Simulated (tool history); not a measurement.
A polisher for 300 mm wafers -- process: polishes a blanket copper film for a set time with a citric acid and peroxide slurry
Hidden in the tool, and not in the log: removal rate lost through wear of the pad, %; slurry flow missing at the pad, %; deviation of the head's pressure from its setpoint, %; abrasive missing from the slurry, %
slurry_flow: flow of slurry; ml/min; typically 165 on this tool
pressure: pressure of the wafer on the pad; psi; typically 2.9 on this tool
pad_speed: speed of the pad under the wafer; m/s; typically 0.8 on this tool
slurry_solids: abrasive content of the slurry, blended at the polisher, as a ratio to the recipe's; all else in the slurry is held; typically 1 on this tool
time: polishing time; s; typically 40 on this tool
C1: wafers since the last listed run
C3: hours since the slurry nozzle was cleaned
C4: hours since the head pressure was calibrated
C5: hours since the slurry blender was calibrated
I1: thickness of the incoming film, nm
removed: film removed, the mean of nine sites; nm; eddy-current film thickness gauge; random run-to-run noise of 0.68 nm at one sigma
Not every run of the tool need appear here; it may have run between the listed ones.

run 1 hour=0 | slurry_flow=165 pressure=2.9 pad_speed=0.8 slurry_solids=1 time=40 | C1=0 wafers_polished_on_this_pad=455 C3=78.9 C4=133.5 C5=90.2 | I1=613.1 | removed=63.7
run 2 hour=21.4 | slurry_flow=165 pressure=2.9 pad_speed=0.8 slurry_solids=1 time=40 | C1=213 wafers_polished_on_this_pad=669 C3=100.3 C4=154.9 C5=111.6 | I1=617.9 | removed=63.2
run 3 hour=37 | slurry_flow=165 pressure=2.9 pad_speed=0.8 slurry_solids=1 time=40 | C1=155 wafers_polished_on_this_pad=825 C3=115.9 C4=170.5 C5=127.2 | I1=602.9 | removed=62.1
run 4 hour=59.8 | slurry_flow=165 pressure=2.9 pad_speed=0.8 slurry_solids=1 time=49 | C1=227 wafers_polished_on_this_pad=1052 C3=138.7 C4=193.3 C5=150 | I1=612.1 | removed=75.2
-- hour=70.1 worn pad replaced by a new one
run 5 hour=71.9 | slurry_flow=165 pressure=2.9 pad_speed=0.8 slurry_solids=1 time=49 | C1=80 wafers_polished_on_this_pad=17 C3=150.8 C4=205.4 C5=162.1 | I1=605.4 | removed=82.2
run 6 hour=99.7 | slurry_flow=165 pressure=2.9 pad_speed=0.8 slurry_solids=0.95 time=40 | C1=277 wafers_polished_on_this_pad=294 C3=178.6 C4=233.2 C5=189.9 | I1=599.9 | removed=62.6
run 7 hour=131.8 | slurry_flow=180 pressure=3.2 pad_speed=0.8 slurry_solids=1 time=40 | C1=320 wafers_polished_on_this_pad=615 C3=210.7 C4=265.3 C5=222 | I1=614.6 | removed=69
-- hour=148.7 slurry blender recalibrated
run 8 hour=150.5 | slurry_flow=165 pressure=2.9 pad_speed=0.8 slurry_solids=1 time=35 | C1=166 wafers_polished_on_this_pad=781 C3=229.4 C4=284 C5=1.8 | I1=610.5 | removed=54.8
run 9 hour=175.5 | slurry_flow=165 pressure=2.9 pad_speed=0.8 slurry_solids=1 time=35 | C1=249 wafers_polished_on_this_pad=1031 C3=254.4 C4=309 C5=26.8 | I1=612.3 | removed=53.8
-- hour=184.8 worn pad replaced by a new one
-- hour=189.6 head pressure recalibrated
run 10 hour=190.1 | slurry_flow=165 pressure=2.9 pad_speed=0.8 slurry_solids=1 time=35 | C1=85 wafers_polished_on_this_pad=32 C3=269 C4=0.5 C5=41.4 | I1=614.3 | removed=59.1
run 11 hour=206.7 | slurry_flow=190 pressure=2.9 pad_speed=0.6 slurry_solids=1 time=40 | C1=165 wafers_polished_on_this_pad=198 C3=285.6 C4=17.1 C5=58 | I1=612.1 | removed=53.7
run 12 hour=229 | slurry_flow=180 pressure=3.2 pad_speed=0.8 slurry_solids=1 time=40 | C1=222 wafers_polished_on_this_pad=421 C3=307.9 C4=39.4 C5=80.3 | I1=603.6 | removed=70.3
run 13 hour=255.1 | slurry_flow=165 pressure=2.9 pad_speed=0.8 slurry_solids=1 time=40 | C1=260 wafers_polished_on_this_pad=681 C3=334 C4=65.5 C5=106.4 | I1=613.3 | removed=62.3
-- hour=292.6 worn pad replaced by a new one
run 14 hour=296.5 | slurry_flow=215 pressure=2.9 pad_speed=0.96 slurry_solids=1 time=40 | C1=373 wafers_polished_on_this_pad=38 C3=375.4 C4=106.9 C5=147.8 | I1=601.2 | removed=81.7
run 15 hour=328.5 | slurry_flow=200 pressure=2.9 pad_speed=0.8 slurry_solids=1 time=40 | C1=319 wafers_polished_on_this_pad=358 C3=407.4 C4=138.9 C5=179.8 | I1=605.3 | removed=65.3
run 16 hour=348.3 | slurry_flow=165 pressure=2.4 pad_speed=0.8 slurry_solids=1 time=40 | C1=197 wafers_polished_on_this_pad=555 C3=427.2 C4=158.7 C5=199.6 | I1=612.6 | removed=53.6
-- hour=356.1 slurry nozzle cleaned
run 17 hour=377.3 | slurry_flow=165 pressure=2.1 pad_speed=0.8 slurry_solids=0.8 time=40 | C1=279 wafers_polished_on_this_pad=834 C3=21.2 C4=187.7 C5=228.6 | I1=604.2 | removed=44.3
-- hour=393.5 worn pad replaced by a new one
-- hour=393.9 slurry blender recalibrated
run 18 hour=397.5 | slurry_flow=165 pressure=3.7 pad_speed=0.8 slurry_solids=1 time=40 | C1=157 wafers_polished_on_this_pad=35 C3=41.4 C4=207.9 C5=3.6 | I1=606.1 | removed=83.8
run 19 hour=411.8 | slurry_flow=165 pressure=3.5 pad_speed=0.8 slurry_solids=1 time=40 | C1=142 wafers_polished_on_this_pad=178 C3=55.7 C4=222.2 C5=17.9 | I1=617.4 | removed=76.9
run 20 hour=440.5 | slurry_flow=165 pressure=2.9 pad_speed=0.8 slurry_solids=1 time=40 | C1=286 wafers_polished_on_this_pad=464 C3=84.4 C4=250.9 C5=46.6 | I1=600.9 | removed=62.7
run 21 hour=458.8 | slurry_flow=165 pressure=2.9 pad_speed=0.8 slurry_solids=1 time=40 | C1=182 wafers_polished_on_this_pad=647 C3=102.7 C4=269.2 C5=64.9 | I1=601.5 | removed=62.3
run 22 hour=493.7 | slurry_flow=165 pressure=2.9 pad_speed=0.8 slurry_solids=1.15 time=40 | C1=348 wafers_polished_on_this_pad=995 C3=137.6 C4=304.1 C5=99.8 | I1=604.8 | removed=62.4
-- hour=504.2 worn pad replaced by a new one
run 23 hour=515.6 | slurry_flow=165 pressure=2.9 pad_speed=0.8 slurry_solids=1 time=40 | C1=178 wafers_polished_on_this_pad=114 C3=159.5 C4=326 C5=121.7 | I1=600.9 | removed=67.1

Each row is a separate what-if for the run after 23, all from the same tool condition, not one after another. Results?
run A hour=516 | slurry_flow=165 pressure=2.9 pad_speed=0.8 slurry_solids=1 time=31 | C1=3 wafers_polished_on_this_pad=118 C3=159.9 C4=326.4 C5=122.1 | I1=611 | removed=?
run B hour=516 | slurry_flow=165 pressure=2.9 pad_speed=0.8 slurry_solids=1.1 time=40 | C1=3 wafers_polished_on_this_pad=118 C3=159.9 C4=326.4 C5=122.1 | I1=611 | removed=?
run C hour=516 | slurry_flow=220 pressure=3.5 pad_speed=0.62 slurry_solids=1 time=27 | C1=3 wafers_polished_on_this_pad=118 C3=159.9 C4=326.4 C5=122.1 | I1=611 | removed=?
run D hour=516 | slurry_flow=185 pressure=3.3 pad_speed=0.8 slurry_solids=1.25 time=36 | C1=3 wafers_polished_on_this_pad=118 C3=159.9 C4=326.4 C5=122.1 | I1=611 | removed=?
run E hour=516 | slurry_flow=165 pressure=2.9 pad_speed=0.8 slurry_solids=0.75 time=29 | C1=3 wafers_polished_on_this_pad=118 C3=159.9 C4=326.4 C5=122.1 | I1=611 | removed=?

run=A removed=52
run=B removed=68.2
run=C removed=46.2
run=D removed=72
run=E removed=46.6
What these runs would have given with no unlogged condition in the tool:
run=A removed=53.6
run=B removed=70.2
run=C removed=47.6
run=D removed=74.2
run=E removed=48
